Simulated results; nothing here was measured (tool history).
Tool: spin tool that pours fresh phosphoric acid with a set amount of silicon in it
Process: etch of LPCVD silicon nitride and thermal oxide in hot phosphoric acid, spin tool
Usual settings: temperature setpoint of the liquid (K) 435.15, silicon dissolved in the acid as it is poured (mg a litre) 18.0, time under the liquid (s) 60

| run | hour | temperature setpoint of the liquid (K) | silicon dissolved in the acid as it is poured (mg a litre) | time under the liquid (s) | wafers since the last listed run | hours since the thermometer was replaced | hours since the dissolved silicon flow meter was replaced | hours since the heated supply line was repaired | hours since the gauge calibration | read-back film thickness of the LPCVD silicon nitride reference wafer, read on the same gauge (nm) | thickness taken off the LPCVD silicon nitride on a monitor wafer (angstrom) |
|---|---|---|---|---|---|---|---|---|---|---|---|
| 1 | 0.0 | 435.15 | 18.0 | 60 | 0 | 1835.3 | 1752.6 | 1737.3 | 703.6 | 92.74 | 56.4 |
| 2 | 68.7 | 435.15 | 18.0 | 60 | 715 | 1904.0 | 1821.3 | 1806.0 | 772.3 | 92.79 | 56.4 |
|  | 227.9 | gauge calibrated |
| 3 | 382.6 | 437.15 | 18.0 | 60 | 3267 | 2217.9 | 2135.2 | 2119.9 | 154.7 | 91.35 | 59.4 |
|  | 449.7 | heated supply line repaired |
|  | 484.8 | thermometer replaced |
| 4 | 489.4 | 435.15 | 18.0 | 60 | 1091 | 4.6 | 2242.0 | 39.7 | 261.5 | 91.92 | 56.2 |
| 5 | 576.0 | 435.15 | 18.0 | 60 | 901 | 91.2 | 2328.6 | 126.3 | 348.1 | 92.22 | 55.9 |
|  | 615.8 | dissolved silicon flow meter replaced |
| 6 | 638.2 | 435.15 | 18.0 | 60 | 637 | 153.4 | 22.4 | 188.5 | 410.3 | 92.43 | 56.9 |
| 7 | 714.3 | 435.15 | 18.0 | 60 | 792 | 229.5 | 98.5 | 264.6 | 486.4 | 92.59 | 55.8 |
| 8 | 803.4 | 436.15 | 7.0 | 60 | 927 | 318.6 | 187.6 | 353.7 | 575.5 | 92.75 | 58.3 |
| 9 | 891.6 | 436.15 | 7.0 | 60 | 918 | 406.8 | 275.8 | 441.9 | 663.7 | 92.86 | 58.0 |
| 10 | 942.6 | 435.15 | 10.5 | 30 | 530 | 457.8 | 326.8 | 492.9 | 714.7 | 92.90 | 28.2 |
| 11 | 1013.0 | 436.65 | 23.5 | 85 | 732 | 528.2 | 397.2 | 563.3 | 785.1 | 92.93 | 84.7 |
| 12 | 1060.0 | 435.15 | 18.0 | 60 | 489 | 575.2 | 444.2 | 610.3 | 832.1 | 92.97 | 56.7 |
|  | 1081.3 | gauge calibrated |
| 13 | 1126.5 | 437.65 | 24.0 | 90 | 692 | 641.7 | 510.7 | 676.8 | 45.2 | 90.52 | 90.4 |
| 14 | 1210.8 | 435.15 | 18.0 | 60 | 877 | 726.0 | 595.0 | 761.1 | 129.5 | 91.22 | 55.8 |
| 15 | 1253.4 | 436.65 | 7.0 | 60 | 443 | 768.6 | 637.6 | 803.7 | 172.1 | 91.50 | 58.4 |
| 16 | 1340.3 | 435.15 | 18.0 | 60 | 904 | 855.5 | 724.5 | 890.6 | 259.0 | 91.96 | 55.9 |
| 17 | 1421.8 | 435.15 | 25.5 | 80 | 848 | 937.0 | 806.0 | 972.1 | 340.5 | 92.27 | 75.7 |
| 18 | 1491.4 | 433.65 | 6.0 | 40 | 724 | 1006.6 | 875.6 | 1041.7 | 410.1 | 92.48 | 35.7 |

3 ways to go on from here, each from the tool as it stands after run 18. What would each give?
| A | 1491.8 | 435.15 | 18.0 | 60 | 4 | 1007.0 | 876.0 | 1042.1 | 410.5 | ? | ? |
| B | 1491.8 | 432.15 | 26.5 | 40 | 4 | 1007.0 | 876.0 | 1042.1 | 410.5 | ? | ? |
| C | 1491.8 | 435.15 | 27.0 | 60 | 4 | 1007.0 | 876.0 | 1042.1 | 410.5 | ? | ? |

| run | read-back film thickness of the LPCVD silicon nitride reference wafer, read on the same gauge (nm) | thickness taken off the LPCVD silicon nitride on a monitor wafer (angstrom) |
|---|---|---|
| A | 92.48 | 55.5 |
| B | 92.48 | 33.4 |
| C | 92.48 | 55.5 |
Without the tool's hidden state the same runs would have given:
| run | thickness taken off the LPCVD silicon nitride on a monitor wafer (angstrom) |
|---|---|
| A | 54.0 |
| B | 32.6 |
| C | 54.0 |

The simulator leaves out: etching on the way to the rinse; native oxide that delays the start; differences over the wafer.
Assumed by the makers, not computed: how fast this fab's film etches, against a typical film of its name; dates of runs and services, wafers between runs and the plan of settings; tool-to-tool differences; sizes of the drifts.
